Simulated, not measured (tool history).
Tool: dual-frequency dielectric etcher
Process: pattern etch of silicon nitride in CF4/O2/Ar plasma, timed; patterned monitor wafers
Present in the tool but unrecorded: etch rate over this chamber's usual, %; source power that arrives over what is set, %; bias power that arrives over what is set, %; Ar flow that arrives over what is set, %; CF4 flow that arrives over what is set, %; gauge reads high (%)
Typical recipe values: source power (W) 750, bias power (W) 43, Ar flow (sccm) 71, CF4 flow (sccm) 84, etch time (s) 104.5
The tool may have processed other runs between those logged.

run,day,source power (W),bias power (W),Ar flow (sccm),CF4 flow (sccm),etch time (s),wafers since the last listed run,hours since the last wet clean,hours since the last source power generator calibration,hours since the last bias power generator calibration,hours since the last Ar flow controller change,hours since the last CF4 flow controller change,hours since the last upper electrode change,hours since the gauge calibration,"read-back reference wafer on the same gauge, depth_nm",mean etch depth across the wafer (angstrom)
1,0,750,43,71,84,125,0,64.9,3662.7,177.9,5963.4,2721,48.6,462.8,231.9,3244
2,2.058,750,43,71,75,104.5,515,114.3,3712.1,227.3,6012.8,2770.4,98,512.2,232.1,2665
3,4.896,750,43,71,103,104.5,710,182.4,3780.2,295.4,6080.9,2838.5,166.1,580.3,232.2,2783
4,6.767,750,43,64,73,83,468,227.3,3825.1,340.3,6125.8,2883.4,211,625.2,232.2,2136
5,10.838,750,34,71,84,88.5,1018,325,3922.8,438,6223.5,2981.1,308.7,722.9,232.1,2090
# day 13.225: Ar flow controller replaced
6,14.321,750,33,71,84,93.5,809,408.6,4006.4,521.6,26.3,3064.7,392.3,806.5,232.1,2186
7,18.6,750,54,57,84,104.5,1070,511.3,4109.1,624.3,129,3167.4,495,909.2,232.2,3004
# day 19.488: source power generator calibrated
8,20.112,840,43,71,84,104.5,336,547.6,15,660.6,165.3,3203.7,531.3,945.5,232,2936
9,21.788,750,36,84,72,104.5,419,587.8,55.2,700.8,205.5,3243.9,571.5,985.7,232.2,2325
# day 27.129: wet clean of the chamber
10,27.15,750,43,71,84,104.5,1091,0.5,183.9,829.5,334.2,3372.6,700.2,1114.4,232.1,2614
11,29.554,750,50,71,84,104.5,601,58.2,241.6,887.2,391.9,3430.3,757.9,1172.1,232,2780
12,33.054,750,35,88,77,104.5,875,142.2,325.6,971.2,475.9,3514.3,841.9,1256.1,232.1,2303
13,37.25,840,43,71,89,85,1050,242.9,426.3,1071.9,576.6,3615,942.6,1356.8,232.1,2396
14,39.2,750,33,71,84,104.5,487,289.7,473.1,1118.7,623.4,3661.8,989.4,1403.6,232,2373
# day 40.917: CF4 flow controller replaced
15,41.012,750,43,71,76,104.5,391,333.2,516.6,1162.2,666.9,2.3,1032.9,1447.1,231.8,2556
# day 43.271: source power generator calibrated, repeated, since the last time left the tool worse
16,45.379,750,46,71,84,104.5,1051,438,50.6,1267,771.7,107.1,1137.7,1551.9,231.8,2868
17,48.742,750,51,58,96,74,841,518.7,131.3,1347.7,852.4,187.8,1218.4,1632.6,232.1,2214
18,50.55,750,51,58,96,74,452,562.1,174.7,1391.1,895.8,231.2,1261.8,1676,232.2,2211
19,52.55,750,43,55,84,104.5,500,610.1,222.7,1439.1,943.8,279.2,1309.8,1724,232,2892
# day 53.979: wet clean of the chamber
20,63.442,890,43,71,84,104.5,2475,227.1,484.1,1700.5,1205.2,540.6,1571.2,1985.4,232,3374
21,66.733,750,43,54,84,104.5,823,306.1,563.1,1779.5,1284.2,619.6,1650.2,2064.4,232.2,2904
22,68.283,750,43,71,84,104.5,387,343.3,600.3,1816.7,1321.4,656.8,1687.4,2101.6,232,2798

Forecast each of these 3 alternatives for the next run:
A,68.3,750,43,71,84,126,4,343.7,600.7,1817.1,1321.8,657.2,1687.8,2102,?,?
B,68.3,750,54,58,84,135.5,4,343.7,600.7,1817.1,1321.8,657.2,1687.8,2102,?,?
C,68.3,820,43,58,71,125,4,343.7,600.7,1817.1,1321.8,657.2,1687.8,2102,?,?

run,"read-back reference wafer on the same gauge, depth_nm",mean etch depth across the wafer (angstrom)
A,232.1,3401
B,232.1,4082
C,232.1,3709
Without the tool's hidden state the same runs would have given:
run,mean etch depth across the wafer (angstrom)
A,3395
B,4075
C,3702
